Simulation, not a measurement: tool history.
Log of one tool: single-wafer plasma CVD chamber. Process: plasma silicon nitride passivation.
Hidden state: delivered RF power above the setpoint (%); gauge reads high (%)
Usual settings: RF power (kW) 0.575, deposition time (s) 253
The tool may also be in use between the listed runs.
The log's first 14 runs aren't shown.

| run | hour | RF power (kW) | deposition time (s) | wafers since the last listed run | hours since the last RF generator calibration | hours since the showerhead was replaced | hours since the gauge calibration | read-back reference wafer on the same gauge, thickness_nm | mean film thickness on the monitor wafer (nm) |
|---|---|---|---|---|---|---|---|---|---|
| 15 | 772.5 | 0.655 | 253 | 197 | 2092.4 | 5109.3 | 114.3 | 407.916 | 422.741 |
|  | 835.5 | showerhead replaced |
| 16 | 836 | 0.575 | 253 | 352 | 2155.9 | 0.5 | 177.8 | 407.611 | 398.914 |
| 17 | 901.7 | 0.575 | 223 | 417 | 2221.6 | 66.2 | 243.5 | 407.908 | 351.326 |
|  | 925.2 | RF generator calibrated |
| 18 | 964.1 | 0.635 | 204 | 345 | 38.9 | 128.6 | 305.9 | 407.791 | 343.384 |
| 19 | 989.9 | 0.665 | 253 | 163 | 64.7 | 154.4 | 331.7 | 407.928 | 431.394 |
| 20 | 1032.6 | 0.52 | 225 | 271 | 107.4 | 197.1 | 374.4 | 407.901 | 344.937 |
| 21 | 1082.4 | 0.685 | 212 | 316 | 157.2 | 246.9 | 424.2 | 408.606 | 367.566 |
| 22 | 1126.6 | 0.68 | 232 | 280 | 201.4 | 291.1 | 468.4 | 407.9 | 397.733 |
| 23 | 1192.8 | 0.5 | 290 | 420 | 267.6 | 357.3 | 534.6 | 408.606 | 435.078 |
| 24 | 1218.9 | 0.65 | 253 | 165 | 293.7 | 383.4 | 560.7 | 407.782 | 426.052 |
| 25 | 1245.9 | 0.575 | 253 | 171 | 320.7 | 410.4 | 587.7 | 407.977 | 406.29 |
| 26 | 1395.8 | 0.54 | 303 | 951 | 470.6 | 560.3 | 737.6 | 408.224 | 470.247 |
| 27 | 1429.9 | 0.575 | 253 | 216 | 504.7 | 594.4 | 771.7 | 407.503 | 404.56 |
| 28 | 1488.3 | 0.575 | 253 | 370 | 563.1 | 652.8 | 830.1 | 408.01 | 406.057 |
| 29 | 1543.9 | 0.625 | 297 | 353 | 618.7 | 708.4 | 885.7 | 408.22 | 490.386 |
| 30 | 1612.9 | 0.625 | 288 | 438 | 687.7 | 777.4 | 954.7 | 408.076 | 478.029 |
| 31 | 1676.2 | 0.575 | 253 | 401 | 751 | 840.7 | 1018 | 408.031 | 403.218 |

4 ways to go on from here, each from the tool as it stands after run 31. What would each give?
| A | 1676.7 | 0.575 | 253 | 3 | 751.5 | 841.2 | 1018.5 | ? | ? |
| B | 1676.7 | 0.615 | 300 | 3 | 751.5 | 841.2 | 1018.5 | ? | ? |
| C | 1676.7 | 0.47 | 234 | 3 | 751.5 | 841.2 | 1018.5 | ? | ? |
| D | 1676.7 | 0.62 | 253 | 3 | 751.5 | 841.2 | 1018.5 | ? | ? |

| run | read-back reference wafer on the same gauge, thickness_nm | mean film thickness on the monitor wafer (nm) |
|---|---|---|
| A | 407.993 | 403.237 |
| B | 407.993 | 492.54 |
| C | 407.993 | 338.966 |
| D | 407.993 | 416.836 |
Without the tool's hidden state the same runs would have given:
| run | mean film thickness on the monitor wafer (nm) |
|---|---|
| A | 408.349 |
| B | 498.784 |
| C | 343.264 |
| D | 422.12 |
